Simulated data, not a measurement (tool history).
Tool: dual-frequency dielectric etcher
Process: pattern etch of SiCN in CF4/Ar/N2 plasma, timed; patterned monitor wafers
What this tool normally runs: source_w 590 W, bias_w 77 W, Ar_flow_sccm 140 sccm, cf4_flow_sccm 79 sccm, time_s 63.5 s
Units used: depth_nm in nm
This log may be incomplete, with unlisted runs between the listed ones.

run,day,source_w,bias_w,Ar_flow_sccm,cf4_flow_sccm,time_s,wafers since the last listed run,hours since the last wet clean,hours since the last source power generator calibration,hours since the last bias power generator calibration,hours since the last Ar flow controller change,hours since the last CF4 flow controller change,hours since the last upper electrode change,hours since the gauge calibration,"read-back reference wafer on the same gauge, depth_nm",depth_nm
1,0.000,590,77,140,79,73.0,0,339.7,4766.3,1673.2,1421.5,2524.8,3955.2,497.5,64.4,79.9
# day 1.033: source power generator calibrated
2,1.054,590,77,140,79,73.0,195,365.0,0.5,1698.5,1446.8,2550.1,3980.5,522.8,64.4,79.5
3,2.425,590,77,140,79,63.5,302,397.9,33.4,1731.4,1479.7,2583.0,4013.4,555.7,64.4,69.0
4,3.417,540,77,140,72,63.5,218,421.7,57.2,1755.2,1503.5,2606.8,4037.2,579.5,64.3,63.7
# day 3.979: bias power generator calibrated
5,4.000,540,77,140,72,63.5,91,435.7,71.2,0.5,1517.5,2620.8,4051.2,593.5,64.4,65.9
# day 5.142: CF4 flow controller replaced
6,5.417,730,82,140,79,63.5,257,469.7,105.2,34.5,1551.5,6.6,4085.2,627.5,64.4,85.1
7,6.338,660,68,140,70,56.5,202,491.8,127.3,56.6,1573.6,28.7,4107.3,649.6,64.4,61.7
# day 6.492: gauge calibrated
8,7.042,590,77,140,79,63.5,155,508.7,144.2,73.5,1590.5,45.6,4124.2,13.2,64.5,70.6
9,8.208,590,77,140,79,63.5,257,536.7,172.2,101.5,1618.5,73.6,4152.2,41.2,64.4,70.2
10,9.667,490,77,151,70,63.5,321,571.7,207.2,136.5,1653.5,108.6,4187.2,76.2,64.4,60.3
# day 11.000: wet clean of the chamber
# day 11.304: Ar flow controller replaced
11,11.325,590,77,140,79,63.5,89,7.8,247.0,176.3,0.5,148.4,4227.0,116.0,64.5,72.4
12,11.604,530,77,140,79,63.5,61,14.5,253.7,183.0,7.2,155.1,4233.7,122.7,64.5,67.5
13,12.717,590,77,140,79,63.5,245,41.2,280.4,209.7,33.9,181.8,4260.4,149.4,64.4,72.1
# day 13.875: upper electrode replaced
14,13.896,590,77,140,79,63.5,39,69.5,308.7,238.0,62.2,210.1,0.5,177.7,64.4,72.3
15,14.679,490,77,140,92,80.5,172,88.3,327.5,256.8,81.0,228.9,19.3,196.5,64.5,82.8
16,15.521,590,77,140,79,63.5,185,108.5,347.7,277.0,101.2,249.1,39.5,216.7,64.4,72.3
17,16.512,590,91,158,79,63.5,218,132.3,371.5,300.8,125.0,272.9,63.3,240.5,64.4,77.7
18,17.821,530,65,150,79,70.5,288,163.7,402.9,332.2,156.4,304.3,94.7,271.9,64.4,66.8
19,18.925,500,61,140,79,63.5,243,190.2,429.4,358.7,182.9,330.8,121.2,298.4,64.4,56.2
20,20.246,590,77,140,79,63.5,291,221.9,461.1,390.4,214.6,362.5,152.9,330.1,64.3,71.5
21,22.442,530,92,108,79,49.5,483,274.6,513.8,443.1,267.3,415.2,205.6,382.8,64.3,58.5
22,23.129,640,85,140,79,73.5,151,291.1,530.3,459.6,283.8,431.7,222.1,399.3,64.4,92.3

Here are 3 independent what-if runs from the current tool condition. What would each one return?
A,23.146,590,77,140,79,63.5,3,291.5,530.7,460.0,284.2,432.1,222.5,399.7,?,?
B,23.146,590,64,140,79,73.0,3,291.5,530.7,460.0,284.2,432.1,222.5,399.7,?,?
C,23.146,590,82,140,79,46.0,3,291.5,530.7,460.0,284.2,432.1,222.5,399.7,?,?

run,"read-back reference wafer on the same gauge, depth_nm",depth_nm
A,64.3,71.5
B,64.3,73.9
C,64.3,53.6
The same runs, with their run-to-run variation unchanged, on a tool lacking any hidden condition would have given:
run,depth_nm
A,72.6
B,75.0
C,54.4
